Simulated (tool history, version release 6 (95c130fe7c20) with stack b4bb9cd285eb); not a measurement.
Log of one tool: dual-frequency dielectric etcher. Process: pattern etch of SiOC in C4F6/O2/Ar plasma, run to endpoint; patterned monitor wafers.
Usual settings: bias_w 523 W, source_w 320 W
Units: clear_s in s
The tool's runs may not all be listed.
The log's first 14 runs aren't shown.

| run | day | bias_w | source_w | incoming incoming film thickness, nm | clear_s |
|---|---|---|---|---|---|
| 15 | 7.729 | 523 | 380 | 34.07 | 11.9 |
| 16 | 7.929 | 523 | 380 | 34.48 | 12.2 |
| 17 | 8.338 | 470 | 390 | 34.41 | 12.4 |
| 18 | 8.738 | 523 | 320 | 34.18 | 13.3 |
| 19 | 9.154 | 399 | 320 | 34.47 | 14.4 |
| 20 | 9.875 | 523 | 320 | 34.41 | 13.5 |
| 21 | 10.433 | 646 | 290 | 34.13 | 13.0 |
|  | 11.758 | wet clean of the chamber, repeated, since the last time left the tool worse |
| 22 | 11.779 | 418 | 350 | 34.21 | 12.7 |
| 23 | 11.792 | 452 | 320 | 34.61 | 13.3 |
| 24 | 11.808 | 523 | 320 | 34.53 | 12.8 |
| 25 | 11.908 | 523 | 360 | 34.61 | 11.8 |
|  | 13.112 | upper electrode replaced |
| 26 | 13.133 | 641 | 250 | 34.20 | 13.6 |
| 27 | 13.150 | 396 | 380 | 34.59 | 12.5 |
| 28 | 14.892 | 568 | 260 | 34.63 | 14.1 |
| 29 | 15.208 | 433 | 290 | 34.17 | 13.8 |
| 30 | 15.588 | 523 | 260 | 34.20 | 14.2 |
| 31 | 16.054 | 523 | 300 | 34.42 | 12.9 |
| 32 | 16.408 | 401 | 360 | 34.30 | 12.5 |
| 33 | 16.804 | 473 | 290 | 34.05 | 13.4 |
| 34 | 17.312 | 617 | 380 | 34.44 | 10.9 |

5 ways to go on from here, each from the tool as it stands after run 34. What would each give?
| A | 17.329 | 631 | 320 | 34.53 | ? |
| B | 17.329 | 609 | 350 | 34.53 | ? |
| C | 17.329 | 457 | 380 | 34.53 | ? |
| D | 17.329 | 645 | 290 | 34.53 | ? |
| E | 17.329 | 595 | 400 | 34.53 | ? |

| run | clear_s |
|---|---|
| A | 11.8 |
| B | 11.4 |
| C | 11.8 |
| D | 12.4 |
| E | 10.7 |
Without the tool's hidden state the same runs would have given:
| run | clear_s |
|---|---|
| A | 11.9 |
| B | 11.5 |
| C | 11.9 |
| D | 12.5 |
| E | 10.8 |
